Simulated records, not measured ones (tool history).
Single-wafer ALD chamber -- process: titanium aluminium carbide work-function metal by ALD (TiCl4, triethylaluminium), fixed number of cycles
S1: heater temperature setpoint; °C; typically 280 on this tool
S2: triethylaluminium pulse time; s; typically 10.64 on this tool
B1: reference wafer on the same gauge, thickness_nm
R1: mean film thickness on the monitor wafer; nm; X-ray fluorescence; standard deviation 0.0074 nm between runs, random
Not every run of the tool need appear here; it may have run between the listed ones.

run 1 hour=0.0 | S1=289 S2=10.64 | B1=1.390 | R1=1.717
run 2 hour=79.1 | S1=284 S2=10.64 | B1=1.390 | R1=1.682
run 3 hour=130.8 | S1=284 S2=10.64 | B1=1.389 | R1=1.684
run 4 hour=198.2 | S1=280 S2=10.64 | B1=1.388 | R1=1.654
run 5 hour=240.3 | S1=280 S2=10.64 | B1=1.390 | R1=1.640
run 6 hour=306.1 | S1=280 S2=10.64 | B1=1.390 | R1=1.637
-- hour=347.9 showerhead replaced
run 7 hour=375.1 | S1=270 S2=12.57 | B1=1.389 | R1=1.620
run 8 hour=415.2 | S1=280 S2=8.91 | B1=1.389 | R1=1.551
-- hour=438.4 gauge calibrated
run 9 hour=483.3 | S1=270 S2=13.32 | B1=1.391 | R1=1.623
-- hour=529.6 thermocouple changed; heater temperature recalibrated
run 10 hour=530.1 | S1=287 S2=10.64 | B1=1.391 | R1=1.654
run 11 hour=589.2 | S1=280 S2=10.64 | B1=1.390 | R1=1.620
-- hour=601.0 triethylaluminium bottle replaced
run 12 hour=676.8 | S1=284 S2=10.64 | B1=1.392 | R1=1.725
run 13 hour=723.3 | S1=293 S2=14.41 | B1=1.391 | R1=1.856
run 14 hour=781.8 | S1=280 S2=7.25 | B1=1.389 | R1=1.509
run 15 hour=888.4 | S1=269 S2=13.47 | B1=1.390 | R1=1.655
run 16 hour=931.2 | S1=293 S2=8.64 | B1=1.391 | R1=1.676

Pick out some run-to-run changes in R1. Of each, how much would a tool without hidden state show as well, from the settings, what came in and chance, and how much is left for the hidden state and any gauge scatter not in both results compared?
Hidden state present: wafer temperature above the value expected at the setpoint (K); triethylaluminium dose above that of a fresh bottle (%); gauge reads high (%).
Run 11 -> 12: S1 280 -> 284, triethylaluminium bottle replaced. R1 +0.105 nm: hidden state +0.083, all else +0.022.
Run 13 -> 14: S1 293 -> 280, S2 14.41 -> 7.25. R1 -0.347 nm: hidden state -0.056, all else -0.291.
